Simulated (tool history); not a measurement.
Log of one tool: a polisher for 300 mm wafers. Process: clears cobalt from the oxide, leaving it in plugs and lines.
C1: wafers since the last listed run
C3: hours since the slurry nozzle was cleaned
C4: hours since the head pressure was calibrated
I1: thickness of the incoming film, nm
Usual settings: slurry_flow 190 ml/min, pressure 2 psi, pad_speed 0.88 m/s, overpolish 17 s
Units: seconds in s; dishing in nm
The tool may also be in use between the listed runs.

{"run": 1, "day": 0.0, "slurry_flow": 190, "pressure": 2.5, "pad_speed": 1.02, "overpolish": 17, "C1": 0, "wafers polished on this pad": 68, "C3": 373.6, "C4": 838.5, "I1": 211.6, "seconds": 40.3, "dishing": 47.3}
{"run": 2, "day": 1.083, "slurry_flow": 190, "pressure": 2.5, "pad_speed": 1.02, "overpolish": 17, "C1": 267, "wafers polished on this pad": 335, "C3": 399.6, "C4": 864.5, "I1": 209.4, "seconds": 40.8, "dishing": 46.9}
{"run": 3, "day": 2.321, "slurry_flow": 190, "pressure": 2.2, "pad_speed": 0.88, "overpolish": 17, "C1": 305, "wafers polished on this pad": 640, "C3": 429.3, "C4": 894.2, "I1": 211.8, "seconds": 56.1, "dishing": 39.6}
{"day": 3.133, "done": "worn pad replaced by a new one"}
{"run": 4, "day": 3.508, "slurry_flow": 190, "pressure": 2, "pad_speed": 0.88, "overpolish": 17, "C1": 251, "wafers polished on this pad": 92, "C3": 457.8, "C4": 922.7, "I1": 210.6, "seconds": 57.7, "dishing": 39.1}
{"run": 5, "day": 4.275, "slurry_flow": 190, "pressure": 2, "pad_speed": 0.88, "overpolish": 17, "C1": 189, "wafers polished on this pad": 281, "C3": 476.2, "C4": 941.1, "I1": 211.6, "seconds": 61.8, "dishing": 38.6}
{"run": 6, "day": 5.042, "slurry_flow": 190, "pressure": 2, "pad_speed": 0.88, "overpolish": 17, "C1": 189, "wafers polished on this pad": 470, "C3": 494.6, "C4": 959.5, "I1": 205.9, "seconds": 62.2, "dishing": 38.1}
{"run": 7, "day": 5.55, "slurry_flow": 190, "pressure": 2, "pad_speed": 0.88, "overpolish": 17, "C1": 125, "wafers polished on this pad": 595, "C3": 506.8, "C4": 971.7, "I1": 213.8, "seconds": 64.2, "dishing": 37.5}
{"day": 6.404, "done": "worn pad replaced by a new one"}
{"day": 6.642, "done": "slurry nozzle cleaned"}
{"run": 8, "day": 6.779, "slurry_flow": 190, "pressure": 2, "pad_speed": 0.88, "overpolish": 17, "C1": 251, "wafers polished on this pad": 82, "C3": 3.3, "C4": 1001.2, "I1": 211.2, "seconds": 51.9, "dishing": 42.4}
{"run": 9, "day": 7.738, "slurry_flow": 190, "pressure": 2, "pad_speed": 0.88, "overpolish": 17, "C1": 236, "wafers polished on this pad": 318, "C3": 26.3, "C4": 1024.2, "I1": 207.1, "seconds": 52.9, "dishing": 40.5}
{"run": 10, "day": 8.725, "slurry_flow": 190, "pressure": 2, "pad_speed": 0.88, "overpolish": 17, "C1": 243, "wafers polished on this pad": 562, "C3": 50, "C4": 1047.9, "I1": 209.2, "seconds": 54.3, "dishing": 40.4}
{"day": 9.85, "done": "worn pad replaced by a new one"}
{"run": 11, "day": 9.871, "slurry_flow": 190, "pressure": 2.5, "pad_speed": 1.02, "overpolish": 17, "C1": 241, "wafers polished on this pad": 5, "C3": 77.5, "C4": 1075.4, "I1": 213.2, "seconds": 36.9, "dishing": 51.7}
{"run": 12, "day": 10.929, "slurry_flow": 170, "pressure": 1.3, "pad_speed": 0.72, "overpolish": 21, "C1": 260, "wafers polished on this pad": 265, "C3": 102.9, "C4": 1100.8, "I1": 208.5, "seconds": 107.1, "dishing": 31.1}
{"run": 13, "day": 11.475, "slurry_flow": 225, "pressure": 1.6, "pad_speed": 1.08, "overpolish": 11, "C1": 134, "wafers polished on this pad": 400, "C3": 116, "C4": 1113.9, "I1": 210.4, "seconds": 56.3, "dishing": 30.8}
{"run": 14, "day": 12.671, "slurry_flow": 190, "pressure": 2, "pad_speed": 0.58, "overpolish": 17, "C1": 294, "wafers polished on this pad": 695, "C3": 144.7, "C4": 1142.6, "I1": 209.2, "seconds": 85.7, "dishing": 29.9}
{"day": 13.346, "done": "worn pad replaced by a new one"}
{"run": 15, "day": 13.367, "slurry_flow": 190, "pressure": 2, "pad_speed": 0.88, "overpolish": 17, "C1": 130, "wafers polished on this pad": 4, "C3": 161.4, "C4": 1159.3, "I1": 212.7, "seconds": 56.5, "dishing": 42.3}
{"day": 13.625, "done": "head pressure recalibrated"}
{"run": 16, "day": 14.725, "slurry_flow": 190, "pressure": 2.3, "pad_speed": 0.88, "overpolish": 25, "C1": 314, "wafers polished on this pad": 319, "C3": 194, "C4": 26.4, "I1": 211.6, "seconds": 47.9, "dishing": 52.8}
{"day": 16.858, "done": "worn pad replaced by a new one"}
{"run": 17, "day": 17.45, "slurry_flow": 160, "pressure": 2.5, "pad_speed": 0.72, "overpolish": 17, "C1": 630, "wafers polished on this pad": 145, "C3": 259.4, "C4": 91.8, "I1": 210.2, "seconds": 57.3, "dishing": 40}
{"run": 18, "day": 18.167, "slurry_flow": 190, "pressure": 2, "pad_speed": 0.64, "overpolish": 9, "C1": 176, "wafers polished on this pad": 322, "C3": 276.6, "C4": 109, "I1": 209.3, "seconds": 77.1, "dishing": 19.8}

3 ways to go on from here, each from the tool as it stands after run 18. What would each give?
{"run": "A", "day": 18.183, "slurry_flow": 220, "pressure": 2, "pad_speed": 0.88, "overpolish": 17, "C1": 4, "wafers polished on this pad": 326, "C3": 277, "C4": 109.4, "I1": 207.2, "seconds": "?", "dishing": "?"}
{"run": "B", "day": 18.183, "slurry_flow": 225, "pressure": 2.4, "pad_speed": 0.88, "overpolish": 17, "C1": 4, "wafers polished on this pad": 326, "C3": 277, "C4": 109.4, "I1": 207.2, "seconds": "?", "dishing": "?"}
{"run": "C", "day": 18.183, "slurry_flow": 210, "pressure": 2, "pad_speed": 0.88, "overpolish": 17, "C1": 4, "wafers polished on this pad": 326, "C3": 277, "C4": 109.4, "I1": 207.2, "seconds": "?", "dishing": "?"}

run=A seconds=54.3 dishing=39.7
run=B seconds=45 dishing=44
run=C seconds=54.8 dishing=39.5
Without the tool's hidden state the same runs would have given:
run=A seconds=48.4 dishing=42.4
run=B seconds=40.2 dishing=46.6
run=C seconds=48.7 dishing=42.3
